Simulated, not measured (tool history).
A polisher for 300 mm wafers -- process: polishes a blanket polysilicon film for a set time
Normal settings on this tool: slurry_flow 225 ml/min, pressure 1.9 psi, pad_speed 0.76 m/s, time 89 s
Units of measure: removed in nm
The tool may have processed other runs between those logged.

run	day	slurry_flow	pressure	pad_speed	time	wafers since the last listed run	wafers polished on this pad	hours since the slurry nozzle was cleaned	hours since the head pressure was calibrated	incoming thickness of the incoming film, nm	removed
1	0	225	1.9	0.92	89	0	2096	468.2	106.9	2158.1	405.3
2	4.15	225	1.9	0.76	89	718	2814	567.8	206.5	2219.7	325.8
3	6.171	225	1.9	0.76	89	349	3163	616.3	255	2182.3	323.5
4	7.692	225	1.9	0.76	89	263	3426	652.8	291.5	2180	328
# day 8.996: slurry nozzle cleaned
5	10.192	225	1.9	0.76	89	425	3852	28.7	351.5	2209.3	328.1
# day 16.85: worn pad replaced by a new one
6	22.367	225	1.9	0.76	89	2077	954	320.9	643.7	2198.1	353.5
7	35.346	225	1.9	0.76	89	2245	3199	632.4	955.2	2219.8	328
# day 36.421: slurry nozzle cleaned
8	38.558	225	1.9	0.76	89	548	3748	51.3	1032.3	2191.7	334.3
# day 39.346: head pressure recalibrated
# day 39.821: worn pad replaced by a new one
9	42.758	225	1.9	0.76	89	683	508	152.1	81.9	2192.2	351.9
10	46.621	225	1.6	0.76	89	668	1176	244.8	174.6	2183.6	316.2
11	49.221	225	1.9	0.76	89	449	1626	307.2	237	2200.3	344.5
12	53.071	225	1.9	0.76	89	666	2292	399.6	329.4	2199.1	333.6
# day 61.104: slurry nozzle cleaned
13	65.508	225	1.9	0.76	89	2144	4437	105.7	627.9	2162.6	337.6
# day 66.342: worn pad replaced by a new one
14	69.462	225	1.9	0.76	89	655	539	200.6	722.8	2209.7	364.1
15	72.808	225	1.9	0.76	89	578	1118	280.9	803.1	2183.8	353.3
16	75.7	225	1.9	0.76	89	500	1619	350.3	872.5	2240.6	338.9
17	78.754	245	1.9	0.76	89	528	2147	423.6	945.8	2193.5	337.5
18	81.762	245	1.9	0.76	89	520	2667	495.8	1018	2221.9	334.1
19	83.696	225	1.9	0.76	89	334	3002	542.2	1064.4	2167.1	327
# day 85.567: head pressure recalibrated
20	86.742	285	2.6	0.98	120	512	3514	615.3	28.2	2177.3	709.1
21	88.4	225	1.9	0.76	65	286	3801	655.1	68	2198.6	236.6
# day 89.35: worn pad replaced by a new one
# day 90.762: slurry nozzle cleaned
22	92.079	180	1.9	0.76	65	600	464	31.6	156.3	2214	257.6
23	95.596	225	1.9	0.76	89	608	1073	116	240.7	2186.5	347.2
24	98.617	225	1.9	0.94	89	522	1595	188.5	313.2	2237.6	422.3
25	100.275	225	2.2	0.96	89	286	1882	228.3	353	2211.2	476.2
26	103.454	225	1.6	0.76	72	550	2432	304.6	429.3	2224.5	247.6
27	105.808	225	2.3	1.02	116	407	2840	361.1	485.8	2197.4	656.4
28	109.567	285	1.9	0.6	115	650	3490	451.3	576	2222.5	339.1
29	112.992	225	1.9	0.76	62	592	4082	533.5	658.2	2214	231.4
# day 113.521: worn pad replaced by a new one
30	115.483	160	1.5	0.68	76	402	339	593.3	718	2216.6	226.4
31	118.546	225	1.6	0.76	103	529	869	666.8	791.5	2226	359.7
32	120.179	225	1.9	0.76	100	282	1151	706	830.7	2154.8	379.9
# day 121.308: head pressure recalibrated
# day 123.012: slurry nozzle cleaned
33	123.712	225	1.4	0.86	89	589	1741	16.8	57.7	2207.8	331
34	127.258	225	1.9	0.76	75	613	2355	101.9	142.8	2186.5	287.5
35	130.229	265	2.2	0.58	97	513	2869	173.2	214.1	2241.1	309.7
36	131.867	225	1.9	0.76	89	283	3152	212.5	253.4	2173	335

Alternative continuations, all from the tool just after run 36; predict every row:
A	131.883	225	1.5	0.76	89	2	3155	212.9	253.8	2221.6	?
B	131.883	225	1.9	1	89	2	3155	212.9	253.8	2221.6	?
C	131.883	225	2.5	0.76	89	2	3155	212.9	253.8	2221.6	?
D	131.883	225	2.2	0.52	67	2	3155	212.9	253.8	2221.6	?

run	removed
A	291.4
B	439.5
C	397.9
D	188.5
Without the tool's hidden state the same runs would have given:
run	removed
A	325.5
B	491
C	444.5
D	210.6
